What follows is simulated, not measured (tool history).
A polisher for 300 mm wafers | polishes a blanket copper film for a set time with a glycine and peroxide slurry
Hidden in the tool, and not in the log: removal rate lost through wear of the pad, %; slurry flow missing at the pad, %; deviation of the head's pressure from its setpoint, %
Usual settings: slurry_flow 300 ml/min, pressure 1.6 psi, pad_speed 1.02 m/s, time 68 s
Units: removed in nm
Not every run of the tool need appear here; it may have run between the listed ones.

| run | day | slurry_flow | pressure | pad_speed | time | wafers since the last listed run | wafers polished on this pad | hours since the slurry nozzle was cleaned | hours since the head pressure was calibrated | incoming thickness of the incoming film, nm | removed |
|---|---|---|---|---|---|---|---|---|---|---|---|
| 1 | 0.000 | 300 | 1.2 | 0.74 | 68 | 0 | 1388 | 559.1 | 175.4 | 1285.6 | 138.2 |
|  | 0.292 | worn pad replaced by a new one |
| 2 | 0.992 | 300 | 1.8 | 1.02 | 68 | 161 | 137 | 582.9 | 199.2 | 1256.3 | 231.7 |
| 3 | 1.888 | 300 | 1.8 | 1.02 | 68 | 175 | 312 | 604.4 | 220.7 | 1275.3 | 232.8 |
| 4 | 2.454 | 300 | 1.6 | 1.02 | 59 | 110 | 423 | 618.0 | 234.3 | 1270.8 | 176.6 |
| 5 | 3.546 | 300 | 1.3 | 1.02 | 68 | 213 | 637 | 644.2 | 260.5 | 1265.6 | 182.3 |
| 6 | 4.442 | 300 | 1.6 | 1.02 | 68 | 175 | 812 | 665.7 | 282.0 | 1277.2 | 208.7 |
| 7 | 5.558 | 300 | 1.6 | 1.02 | 68 | 218 | 1031 | 692.5 | 308.8 | 1281.4 | 204.9 |
|  | 7.921 | worn pad replaced by a new one |
| 8 | 9.738 | 300 | 1.6 | 1.02 | 68 | 785 | 355 | 792.8 | 409.1 | 1262.1 | 212.4 |
| 9 | 11.142 | 300 | 1.6 | 1.02 | 68 | 274 | 630 | 826.5 | 442.8 | 1266.7 | 210.6 |
| 10 | 12.062 | 300 | 1.6 | 1.02 | 68 | 180 | 810 | 848.6 | 464.9 | 1261.9 | 208.4 |
| 11 | 12.646 | 300 | 1.6 | 1.02 | 68 | 114 | 924 | 862.6 | 478.9 | 1280.9 | 212.4 |
| 12 | 13.638 | 300 | 1.6 | 1.02 | 68 | 194 | 1118 | 886.4 | 502.7 | 1270.5 | 217.3 |
| 13 | 14.554 | 300 | 1.6 | 1.02 | 68 | 179 | 1298 | 908.4 | 524.7 | 1286.0 | 212.8 |
|  | 14.850 | worn pad replaced by a new one |
| 14 | 16.971 | 300 | 1.6 | 1.02 | 68 | 440 | 415 | 966.4 | 582.7 | 1281.2 | 215.8 |
| 15 | 17.500 | 300 | 1.6 | 1.02 | 68 | 103 | 518 | 979.1 | 595.4 | 1241.6 | 219.8 |
| 16 | 18.012 | 300 | 1.6 | 1.02 | 68 | 100 | 618 | 991.4 | 607.7 | 1257.7 | 209.5 |
|  | 18.308 | slurry nozzle cleaned |
| 17 | 19.217 | 300 | 1.6 | 1.02 | 68 | 227 | 846 | 21.8 | 636.6 | 1279.3 | 216.9 |
| 18 | 20.083 | 390 | 1.6 | 1.02 | 48 | 169 | 1016 | 42.6 | 657.4 | 1273.3 | 156.1 |
| 19 | 20.762 | 300 | 1.3 | 1.22 | 83 | 132 | 1149 | 58.9 | 673.7 | 1248.2 | 256.6 |
|  | 21.858 | head pressure recalibrated |
|  | 22.054 | worn pad replaced by a new one |
| 20 | 22.200 | 300 | 1.6 | 1.30 | 50 | 232 | 28 | 93.4 | 8.2 | 1271.8 | 184.8 |
| 21 | 23.342 | 300 | 1.4 | 1.02 | 60 | 223 | 252 | 120.8 | 35.6 | 1259.2 | 168.3 |
| 22 | 24.442 | 300 | 1.4 | 1.02 | 45 | 215 | 467 | 147.2 | 62.0 | 1263.4 | 123.3 |
| 23 | 25.612 | 300 | 1.6 | 1.02 | 68 | 229 | 696 | 175.3 | 90.1 | 1260.3 | 209.5 |
| 24 | 26.492 | 300 | 1.6 | 1.02 | 68 | 172 | 868 | 196.4 | 111.2 | 1252.7 | 208.7 |
| 25 | 27.529 | 300 | 2.2 | 0.88 | 68 | 203 | 1071 | 221.3 | 136.1 | 1263.9 | 237.1 |
| 26 | 28.600 | 240 | 1.6 | 1.20 | 61 | 209 | 1281 | 247.0 | 161.8 | 1261.7 | 203.8 |
| 27 | 29.167 | 300 | 1.6 | 1.02 | 68 | 110 | 1392 | 260.6 | 175.4 | 1272.5 | 206.8 |
|  | 29.342 | worn pad replaced by a new one |
| 28 | 30.046 | 265 | 1.3 | 1.36 | 48 | 139 | 137 | 281.7 | 196.5 | 1268.4 | 153.9 |
| 29 | 31.296 | 330 | 2.0 | 1.34 | 68 | 244 | 382 | 311.7 | 226.5 | 1260.2 | 303.7 |
| 30 | 32.504 | 300 | 1.6 | 1.02 | 68 | 236 | 619 | 340.7 | 255.5 | 1267.2 | 209.5 |
| 31 | 33.150 | 300 | 1.6 | 1.02 | 68 | 126 | 745 | 356.2 | 271.0 | 1267.4 | 210.3 |
| 32 | 33.967 | 240 | 1.4 | 1.02 | 68 | 159 | 905 | 375.8 | 290.6 | 1257.1 | 184.2 |

The same runs without the tool's hidden state, with the same run-to-run variation:
| run | removed |
|---|---|
| 1 | 137.9 |
| 2 | 230.9 |
| 3 | 231.7 |
| 4 | 175.7 |
| 5 | 181.1 |
| 6 | 207.0 |
| 7 | 202.9 |
| 8 | 208.7 |
| 9 | 206.3 |
| 10 | 203.6 |
| 11 | 207.3 |
| 12 | 211.5 |
| 13 | 206.6 |
| 14 | 208.0 |
| 15 | 211.6 |
| 16 | 201.3 |
| 17 | 207.6 |
| 18 | 149.0 |
| 19 | 244.4 |
| 20 | 185.2 |
| 21 | 168.6 |
| 22 | 123.5 |
| 23 | 209.7 |
| 24 | 208.9 |
| 25 | 237.1 |
| 26 | 203.6 |
| 27 | 206.5 |
| 28 | 153.5 |
| 29 | 302.4 |
| 30 | 208.4 |
| 31 | 209.0 |
| 32 | 182.9 |
